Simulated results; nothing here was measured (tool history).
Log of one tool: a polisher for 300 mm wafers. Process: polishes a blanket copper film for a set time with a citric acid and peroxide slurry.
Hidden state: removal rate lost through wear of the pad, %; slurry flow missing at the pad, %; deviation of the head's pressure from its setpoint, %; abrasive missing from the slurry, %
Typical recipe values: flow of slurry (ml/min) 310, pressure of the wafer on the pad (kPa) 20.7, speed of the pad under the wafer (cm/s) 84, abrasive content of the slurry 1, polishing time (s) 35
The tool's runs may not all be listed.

| run | day | flow of slurry (ml/min) | pressure of the wafer on the pad (kPa) | speed of the pad under the wafer (cm/s) | abrasive content of the slurry | polishing time (s) | wafers since the last listed run | wafers polished on this pad | hours since the slurry nozzle was cleaned | hours since the head pressure was calibrated | hours since the slurry blender was calibrated | incoming thickness of the incoming film, nm | film removed (Å) |
|---|---|---|---|---|---|---|---|---|---|---|---|---|---|
| 1 | 0 | 270 | 20.7 | 84 | 1 | 35 | 0 | 654 | 392.5 | 48.2 | 138.9 | 525.2 | 628 |
|  | 0.446 | slurry blender recalibrated |
|  | 0.942 | slurry nozzle cleaned |
| 2 | 1.383 | 270 | 20.7 | 84 | 1 | 35 | 187 | 841 | 10.6 | 81.4 | 22.5 | 520.3 | 660 |
| 3 | 2.25 | 310 | 20.7 | 84 | 1.2 | 35 | 129 | 970 | 31.4 | 102.2 | 43.3 | 516.9 | 679 |
|  | 2.442 | worn pad replaced by a new one |
| 4 | 3.475 | 310 | 20.7 | 106 | 1 | 35 | 157 | 153 | 60.8 | 131.6 | 72.7 | 514.6 | 791 |
| 5 | 4.896 | 310 | 20.7 | 106 | 1 | 35 | 211 | 365 | 94.9 | 165.7 | 106.8 | 518.2 | 781 |
|  | 6.962 | slurry blender recalibrated |
| 6 | 8.692 | 310 | 20.7 | 106 | 1 | 35 | 552 | 918 | 186 | 256.8 | 41.5 | 514 | 813 |
|  | 9.221 | worn pad replaced by a new one, of another model than before |
| 7 | 9.288 | 310 | 20.7 | 84 | 1 | 35 | 63 | 9 | 200.3 | 271.1 | 55.8 | 526 | 654 |
| 8 | 9.812 | 310 | 20.7 | 84 | 1 | 35 | 78 | 88 | 212.9 | 283.7 | 68.4 | 521.3 | 661 |
| 9 | 10.475 | 310 | 20.7 | 84 | 0.9 | 35 | 98 | 186 | 228.8 | 299.6 | 84.3 | 517.4 | 651 |
| 10 | 11.088 | 310 | 20.7 | 84 | 1 | 35 | 91 | 277 | 243.5 | 314.3 | 99 | 518 | 657 |
| 11 | 12.196 | 310 | 20.7 | 84 | 1 | 35 | 165 | 443 | 270.1 | 340.9 | 125.6 | 521 | 636 |
| 12 | 12.754 | 310 | 20.7 | 84 | 1 | 35 | 83 | 526 | 283.5 | 354.3 | 139 | 525.5 | 635 |
|  | 13.108 | slurry blender recalibrated |
| 13 | 13.708 | 250 | 20.7 | 62 | 1.25 | 35 | 129 | 655 | 306.4 | 377.2 | 14.4 | 521.3 | 582 |
|  | 13.996 | head pressure recalibrated |
| 14 | 14.933 | 260 | 18.6 | 56 | 1 | 41 | 170 | 825 | 335.8 | 22.5 | 43.8 | 526.8 | 574 |
| 15 | 15.95 | 310 | 16.5 | 58 | 1.1 | 40 | 151 | 977 | 360.2 | 46.9 | 68.2 | 518.4 | 553 |
| 16 | 17.367 | 370 | 20.7 | 84 | 1 | 35 | 210 | 1188 | 394.2 | 80.9 | 102.2 | 516.1 | 671 |
|  | 17.796 | worn pad replaced by a new one |
| 17 | 18.471 | 310 | 20.7 | 84 | 1 | 35 | 139 | 100 | 420.7 | 107.4 | 128.7 | 530.2 | 625 |
|  | 19.025 | slurry nozzle cleaned |
| 18 | 19.046 | 210 | 25.5 | 92 | 1 | 30 | 79 | 180 | 0.5 | 121.2 | 142.5 | 523 | 567 |
|  | 19.171 | slurry blender recalibrated |
| 19 | 20.358 | 365 | 20.7 | 58 | 0.9 | 38 | 183 | 363 | 32 | 152.7 | 28.5 | 517.9 | 605 |
| 20 | 21.167 | 310 | 20.7 | 84 | 0.75 | 23 | 120 | 483 | 51.4 | 172.1 | 47.9 | 521.7 | 404 |
| 21 | 22.492 | 270 | 13.8 | 92 | 0.85 | 35 | 197 | 681 | 83.2 | 203.9 | 79.7 | 520.8 | 498 |
| 22 | 23.421 | 310 | 20.7 | 84 | 0.8 | 45 | 138 | 819 | 105.5 | 226.2 | 102 | 519.1 | 804 |
| 23 | 24.608 | 310 | 15.9 | 84 | 1 | 40 | 176 | 996 | 134 | 254.7 | 130.5 | 523.9 | 610 |

Branching from run 23: 5 alternative next runs. What would each branch give?
| A | 24.625 | 310 | 20.7 | 84 | 1 | 35 | 2 | 998 | 134.4 | 255.1 | 130.9 | 525.4 | ? |
| B | 24.625 | 310 | 20.7 | 84 | 1 | 42 | 2 | 998 | 134.4 | 255.1 | 130.9 | 525.4 | ? |
| C | 24.625 | 395 | 20.7 | 84 | 1.1 | 35 | 2 | 998 | 134.4 | 255.1 | 130.9 | 525.4 | ? |
| D | 24.625 | 310 | 20.7 | 84 | 0.75 | 35 | 2 | 998 | 134.4 | 255.1 | 130.9 | 525.4 | ? |
| E | 24.625 | 310 | 15.9 | 84 | 1 | 35 | 2 | 998 | 134.4 | 255.1 | 130.9 | 525.4 | ? |

| run | film removed (Å) |
|---|---|
| A | 642 |
| B | 770 |
| C | 676 |
| D | 601 |
| E | 543 |
Without the tool's unlogged condition, the same runs would have read:
| run | film removed (Å) |
|---|---|
| A | 696 |
| B | 835 |
| C | 734 |
| D | 649 |
| E | 589 |
